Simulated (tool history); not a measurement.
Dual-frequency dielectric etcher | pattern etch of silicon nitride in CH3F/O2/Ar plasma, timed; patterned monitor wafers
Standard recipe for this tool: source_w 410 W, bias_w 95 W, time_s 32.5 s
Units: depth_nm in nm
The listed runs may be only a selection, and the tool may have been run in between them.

run,hour,source_w,bias_w,time_s,wafers since the last listed run,hours since the last wet clean,hours since the last source power generator calibration,hours since the last bias power generator calibration,hours since the last upper electrode change,hours since the gauge calibration,"read-back reference wafer on the same gauge, depth_nm",depth_nm
1,0.0,410,109,36.0,0,0.5,2503.9,15.2,4740.0,1477.2,24.01,29.59
2,17.8,410,95,32.5,200,18.3,2521.7,33.0,4757.8,1495.0,23.99,25.69
3,66.6,410,80,30.5,548,67.1,2570.5,81.8,4806.6,1543.8,24.00,22.85
# hour 105.2: gauge calibrated
4,106.1,410,95,32.5,444,106.6,2610.0,121.3,4846.1,0.9,24.01,25.65
5,154.3,410,103,32.5,541,154.8,2658.2,169.5,4894.3,49.1,24.01,26.18
6,261.6,410,103,32.5,1206,262.1,2765.5,276.8,5001.6,156.4,24.01,26.17
7,353.1,410,103,32.5,1028,353.6,2857.0,368.3,5093.1,247.9,24.01,26.11
8,409.0,490,80,37.0,628,409.5,2912.9,424.2,5149.0,303.8,24.00,30.25
# hour 493.2: source power generator calibrated
9,494.3,410,95,37.0,914,494.8,1.1,509.5,5234.3,389.1,24.00,29.84
10,558.6,510,111,37.5,723,559.1,65.4,573.8,5298.6,453.4,23.99,35.20
# hour 621.7: wet clean of the chamber
11,664.1,410,119,23.0,916,42.4,170.9,679.3,5404.1,558.9,24.00,19.86
12,743.5,500,73,28.5,892,121.8,250.3,758.7,5483.5,638.3,24.00,23.55
13,823.1,410,74,23.5,895,201.4,329.9,838.3,5563.1,717.9,23.99,17.44
# hour 855.1: upper electrode replaced
14,868.2,460,95,32.5,237,246.5,375.0,883.4,13.1,763.0,24.01,27.45
15,910.3,460,105,37.5,473,288.6,417.1,925.5,55.2,805.1,23.99,32.61
16,967.5,410,95,32.5,643,345.8,474.3,982.7,112.4,862.3,24.01,25.90
17,1017.2,410,95,32.5,558,395.5,524.0,1032.4,162.1,912.0,24.00,25.79
18,1118.7,410,95,25.5,1141,497.0,625.5,1133.9,263.6,1013.5,24.01,20.32
# hour 1188.8: wet clean of the chamber
19,1226.1,410,95,32.5,937,37.3,732.9,1241.3,371.0,1120.9,24.00,25.62
20,1304.8,410,95,41.0,884,116.0,811.6,1320.0,449.7,1199.6,24.01,32.27
# hour 1343.3: gauge calibrated
21,1364.5,410,95,32.5,671,175.7,871.3,1379.7,509.4,21.2,24.00,25.71
22,1417.9,460,105,41.0,600,229.1,924.7,1433.1,562.8,74.6,24.00,35.44
23,1474.0,410,84,27.5,630,285.2,980.8,1489.2,618.9,130.7,23.99,20.85
24,1541.7,370,114,32.5,761,352.9,1048.5,1556.9,686.6,198.4,24.00,25.55
25,1622.3,410,109,27.5,906,433.5,1129.1,1637.5,767.2,279.0,23.99,22.61
26,1693.9,410,95,32.5,805,505.1,1200.7,1709.1,838.8,350.6,23.99,25.63

Run 27 is up next; what results do you expect?
27,1734.0,410,95,32.5,450,545.2,1240.8,1749.2,878.9,390.7,?,?

read-back reference wafer on the same gauge, depth_nm: 24.00
depth_nm: 25.57 nm
Had the tool carried no hidden state, the very same run would have given depth_nm 26.24 nm.
